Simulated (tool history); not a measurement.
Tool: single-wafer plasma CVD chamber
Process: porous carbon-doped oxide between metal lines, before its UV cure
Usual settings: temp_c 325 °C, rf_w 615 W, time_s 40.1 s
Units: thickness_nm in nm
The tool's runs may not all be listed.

run     day  temp_c  rf_w  time_s  read-back reference wafer on the same gauge, thickness_nm  thickness_nm
  1   0.000     325   615    40.1                                                    235.166       208.985
  2   2.208     325   615    40.1                                                    234.767       210.489
  3   6.496     325   615    40.1                                                    235.224       211.231
  4  10.542     325   615    40.1                                                    234.669       209.502
  5  13.962     325   615    40.1                                                    235.116       210.895
  6  17.371     325   615    40.1                                                    235.177       211.909
  7  21.421     325   615    40.1                                                    234.996       212.534
  8  24.017     325   615    40.1                                                    235.128       212.824
  9  25.633     311   520    40.1                                                    234.727       202.484
     26.746  -- RF generator calibrated
     27.021  -- gauge calibrated
 10  29.833     325   615    44.2                                                    234.903       236.137
     31.875  -- thermocouple changed; heater temperature recalibrated
     34.304  -- showerhead replaced
 11  34.325     325   615    40.1                                                    234.891       207.618
 12  38.658     325   615    40.1                                                    235.032       207.544
 13  40.971     314   655    40.1                                                    234.865       227.478
 14  43.125     325   695    40.1                                                    234.916       225.673
 15  46.321     325   615    40.1                                                    234.774       209.606
 16  50.767     332   535    37.8                                                    234.835       175.161
 17  54.558     314   615    40.1                                                    235.196       220.344

Forecast each of these 5 alternatives for the next run:
  A  54.575     325   615    37.5                                                          ?             ?
  B  54.575     325   615    38.0                                                          ?             ?
  C  54.575     320   725    45.5                                                          ?             ?
  D  54.575     325   510    36.8                                                          ?             ?
  E  54.575     325   505    33.9                                                          ?             ?

run  read-back reference wafer on the same gauge, thickness_nm  thickness_nm
  A                                                    235.075       197.320
  B                                                    235.075       199.882
  C                                                    235.075       271.242
  D                                                    235.075       171.032
  E                                                    235.075       156.859
Without the tool's hidden state the same runs would have given:
run  thickness_nm
  A       194.816
  B       197.346
  C       267.682
  D       168.861
  E       154.868

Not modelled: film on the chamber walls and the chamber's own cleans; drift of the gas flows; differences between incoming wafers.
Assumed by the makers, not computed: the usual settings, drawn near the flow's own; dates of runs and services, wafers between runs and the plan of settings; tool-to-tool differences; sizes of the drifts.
